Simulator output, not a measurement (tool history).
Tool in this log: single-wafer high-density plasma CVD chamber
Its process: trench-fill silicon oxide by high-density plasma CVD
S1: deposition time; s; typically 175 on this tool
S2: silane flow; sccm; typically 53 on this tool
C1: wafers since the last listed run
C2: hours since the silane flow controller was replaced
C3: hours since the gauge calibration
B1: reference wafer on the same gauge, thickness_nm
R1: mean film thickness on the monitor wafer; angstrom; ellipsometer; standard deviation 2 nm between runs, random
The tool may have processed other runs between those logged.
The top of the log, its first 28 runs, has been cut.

run	hour	S1	S2	C1	C2	C3	B1	R1
29	381.7	144	48	151	161.1	164.5	768.711	6994.34
30	389.0	206	57	76	168.4	171.8	769.296	11891.18
31	398.7	154	53	102	178.1	181.5	768.301	8281.31
32	409.5	175	53	113	188.9	192.3	768.936	9428.05
33	424.4	165	50	156	203.8	207.2	769.391	8397.75
34	442.0	189	63	185	221.4	224.8	768.998	12088.68
35	459.2	175	63	181	238.6	242.0	768.840	11183.94
36	473.2	151	58	147	252.6	256.0	769.389	8873.60
37	483.7	205	56	110	263.1	266.5	768.771	11651.86
38	490.6	166	63	72	270.0	273.4	768.877	10588.12
39	502.9	175	53	129	282.3	285.7	769.011	9380.20
40	513.3	175	53	109	292.7	296.1	768.943	9418.01
41	528.1	209	64	155	307.5	310.9	769.096	13510.86
42	536.0	175	53	83	315.4	318.8	769.108	9412.41
43	545.5	199	47	100	324.9	328.3	769.302	9473.53
44	560.2	175	47	154	339.6	343.0	769.170	8351.36

Here are 3 independent what-if runs from the current tool condition. What would each one return?
A	560.6	175	53	4	340.0	343.4	?	?
B	560.6	186	62	4	340.0	343.4	?	?
C	560.6	142	53	4	340.0	343.4	?	?

run	B1	R1
A	769.080	9404.73
B	769.080	11693.29
C	769.080	7631.26
The same runs, with their run-to-run variation unchanged, on a tool lacking any hidden condition would have given:
run	R1
A	9380.23
B	11662.84
C	7611.39
